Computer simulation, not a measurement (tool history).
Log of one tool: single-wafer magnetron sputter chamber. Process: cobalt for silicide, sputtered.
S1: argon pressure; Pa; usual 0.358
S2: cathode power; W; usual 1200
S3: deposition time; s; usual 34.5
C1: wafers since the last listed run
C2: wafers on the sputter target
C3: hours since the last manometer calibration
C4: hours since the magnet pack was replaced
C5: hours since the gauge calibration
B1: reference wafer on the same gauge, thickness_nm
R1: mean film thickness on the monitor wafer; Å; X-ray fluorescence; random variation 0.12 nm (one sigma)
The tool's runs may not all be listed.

run 1 hour=0.0 | S1=0.358 S2=1200 S3=34.5 | C1=0 C2=4371 C3=1628.6 C4=10087.9 C5=272.1 | B1=24.596 | R1=203.94
-- hour=14.8 sputter target and shields replaced
run 2 hour=31.6 | S1=0.358 S2=1400 S3=34.5 | C1=521 C2=370 C3=1660.2 C4=10119.5 C5=303.7 | B1=24.645 | R1=245.27
run 3 hour=101.2 | S1=0.277 S2=1200 S3=34.5 | C1=1537 C2=1908 C3=1729.8 C4=10189.1 C5=373.3 | B1=24.622 | R1=212.08
run 4 hour=135.3 | S1=0.358 S2=1200 S3=34.5 | C1=753 C2=2661 C3=1763.9 C4=10223.2 C5=407.4 | B1=24.617 | R1=206.09
run 5 hour=186.8 | S1=0.358 S2=1200 S3=34.5 | C1=1137 C2=3799 C3=1815.4 C4=10274.7 C5=458.9 | B1=24.643 | R1=204.78
-- hour=231.4 sputter target and shields replaced
run 6 hour=249.0 | S1=0.358 S2=1200 S3=34.5 | C1=1197 C2=388 C3=1877.6 C4=10336.9 C5=521.1 | B1=24.608 | R1=212.14
run 7 hour=301.5 | S1=0.358 S2=1050 S3=33.1 | C1=1159 C2=1548 C3=1930.1 C4=10389.4 C5=573.6 | B1=24.646 | R1=174.95
run 8 hour=366.2 | S1=0.358 S2=1250 S3=34.5 | C1=1429 C2=2978 C3=1994.8 C4=10454.1 C5=638.3 | B1=24.636 | R1=212.26
run 9 hour=434.9 | S1=0.358 S2=1200 S3=34.5 | C1=1517 C2=4496 C3=2063.5 C4=10522.8 C5=707.0 | B1=24.602 | R1=200.80
-- hour=479.6 sputter target and shields replaced
run 10 hour=486.2 | S1=0.358 S2=1200 S3=34.5 | C1=956 C2=146 C3=2114.8 C4=10574.1 C5=758.3 | B1=24.669 | R1=215.77
run 11 hour=511.5 | S1=0.358 S2=1200 S3=34.5 | C1=558 C2=705 C3=2140.1 C4=10599.4 C5=783.6 | B1=24.608 | R1=211.88
run 12 hour=572.3 | S1=0.358 S2=1300 S3=34.5 | C1=1343 C2=2049 C3=2200.9 C4=10660.2 C5=844.4 | B1=24.535 | R1=220.74
-- hour=618.3 capacitance manometer re-zeroed and calibrated
run 13 hour=636.6 | S1=0.358 S2=1000 S3=30.4 | C1=1243 C2=3293 C3=18.3 C4=10724.5 C5=908.7 | B1=24.595 | R1=151.35
-- hour=668.7 sputter target and shields replaced
run 14 hour=694.7 | S1=0.405 S2=1050 S3=34.5 | C1=1106 C2=573 C3=76.4 C4=10782.6 C5=966.8 | B1=24.632 | R1=184.37
-- hour=700.5 gauge calibrated
run 15 hour=733.9 | S1=0.358 S2=1200 S3=32.6 | C1=866 C2=1439 C3=115.6 C4=10821.8 C5=33.4 | B1=24.622 | R1=196.83
run 16 hour=783.3 | S1=0.358 S2=1200 S3=34.5 | C1=1091 C2=2531 C3=165.0 C4=10871.2 C5=82.8 | B1=24.602 | R1=203.26
-- hour=858.4 sputter target and shields replaced
run 17 hour=858.9 | S1=0.358 S2=1200 S3=34.5 | C1=1493 C2=11 C3=240.6 C4=10946.8 C5=158.4 | B1=24.595 | R1=217.96
-- hour=874.5 magnet pack replaced
run 18 hour=896.1 | S1=0.358 S2=1200 S3=34.5 | C1=645 C2=657 C3=277.8 C4=21.6 C5=195.6 | B1=24.592 | R1=210.65
run 19 hour=954.0 | S1=0.358 S2=1350 S3=34.5 | C1=1279 C2=1936 C3=335.7 C4=79.5 C5=253.5 | B1=24.580 | R1=230.20
run 20 hour=990.2 | S1=0.452 S2=1000 S3=28.0 | C1=799 C2=2736 C3=371.9 C4=115.7 C5=289.7 | B1=24.596 | R1=134.80
run 21 hour=1043.5 | S1=0.232 S2=900 S3=37.9 | C1=1177 C2=3913 C3=425.2 C4=169.0 C5=343.0 | B1=24.608 | R1=181.50
-- hour=1065.7 sputter target and shields replaced
run 22 hour=1096.1 | S1=0.297 S2=900 S3=37.6 | C1=985 C2=672 C3=477.8 C4=221.6 C5=395.6 | B1=24.565 | R1=184.35

4 ways to go on from here, each from the tool as it stands after run 22. What would each give?
run A hour=1096.5 | S1=0.358 S2=1200 S3=34.5 | C1=8 C2=680 C3=478.2 C4=222.0 C5=396.0 | B1=? | R1=?
run B hour=1096.5 | S1=0.285 S2=1200 S3=38.7 | C1=8 C2=680 C3=478.2 C4=222.0 C5=396.0 | B1=? | R1=?
run C hour=1096.5 | S1=0.234 S2=1200 S3=34.5 | C1=8 C2=680 C3=478.2 C4=222.0 C5=396.0 | B1=? | R1=?
run D hour=1096.5 | S1=0.358 S2=950 S3=34.5 | C1=8 C2=680 C3=478.2 C4=222.0 C5=396.0 | B1=? | R1=?

run=A B1=24.597 R1=213.58
run=B B1=24.597 R1=247.21
run=C B1=24.597 R1=225.31
run=D B1=24.597 R1=173.90
Without the tool's hidden state the same runs would have given:
run=A R1=218.94
run=B R1=253.42
run=C R1=230.97
run=D R1=178.26
